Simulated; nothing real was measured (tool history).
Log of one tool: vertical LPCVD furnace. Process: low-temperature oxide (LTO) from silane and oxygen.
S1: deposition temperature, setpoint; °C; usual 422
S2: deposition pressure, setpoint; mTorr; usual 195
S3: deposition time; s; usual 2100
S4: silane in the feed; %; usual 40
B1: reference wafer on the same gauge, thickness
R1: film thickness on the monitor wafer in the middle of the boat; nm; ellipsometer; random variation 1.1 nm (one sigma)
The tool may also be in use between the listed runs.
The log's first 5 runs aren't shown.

| run | day | S1 | S2 | S3 | S4 | B1 | R1 |
|---|---|---|---|---|---|---|---|
| 6 | 3.371 | 422 | 195 | 2100 | 35 | 356.11 | 327.95 |
| 7 | 3.929 | 422 | 225 | 2100 | 40 | 355.99 | 441.79 |
|  | 4.958 | thermocouples replaced and temperature profile calibrated |
| 8 | 4.979 | 422 | 225 | 2100 | 40 | 356.09 | 429.2 |
| 9 | 5.154 | 422 | 195 | 2100 | 40 | 355.49 | 372.71 |
| 10 | 5.371 | 422 | 195 | 2100 | 43 | 355.92 | 402 |
| 11 | 5.817 | 426 | 195 | 2100 | 40 | 356.22 | 389.06 |
| 12 | 6.371 | 422 | 235 | 2340 | 44 | 355.83 | 555.23 |
| 13 | 7 | 422 | 155 | 2100 | 40 | 355.94 | 299.25 |
|  | 8.692 | gauge calibrated |
|  | 8.821 | silane flow controller replaced |
| 14 | 8.842 | 431 | 155 | 2100 | 40 | 356.22 | 326.45 |
| 15 | 9.017 | 418 | 180 | 2790 | 40 | 356.05 | 444.31 |
| 16 | 9.317 | 422 | 195 | 2100 | 40 | 355.96 | 376.8 |
| 17 | 9.592 | 422 | 195 | 2100 | 40 | 355.95 | 374.42 |
| 18 | 10.308 | 422 | 195 | 2100 | 40 | 356.31 | 376.52 |
| 19 | 10.842 | 431 | 165 | 2100 | 40 | 355.97 | 350.44 |
| 20 | 11.529 | 425 | 175 | 2370 | 47 | 355.99 | 462.89 |
| 21 | 11.95 | 422 | 215 | 2100 | 45 | 355.76 | 469.24 |
| 22 | 12.396 | 422 | 235 | 2100 | 40 | 356 | 454.49 |
| 23 | 12.779 | 431 | 195 | 2100 | 45 | 356.09 | 464.56 |
| 24 | 13.5 | 422 | 195 | 2100 | 40 | 355.89 | 378.45 |
| 25 | 14.154 | 422 | 195 | 2100 | 38 | 356.01 | 357.1 |

The next listed run, before its measurement:
| 26 | 14.867 | 422 | 195 | 2100 | 35 | ? | ? |

B1: 355.79
R1: 322.55 nm
Without the tool's hidden state the same run would have given R1 314.33 nm.
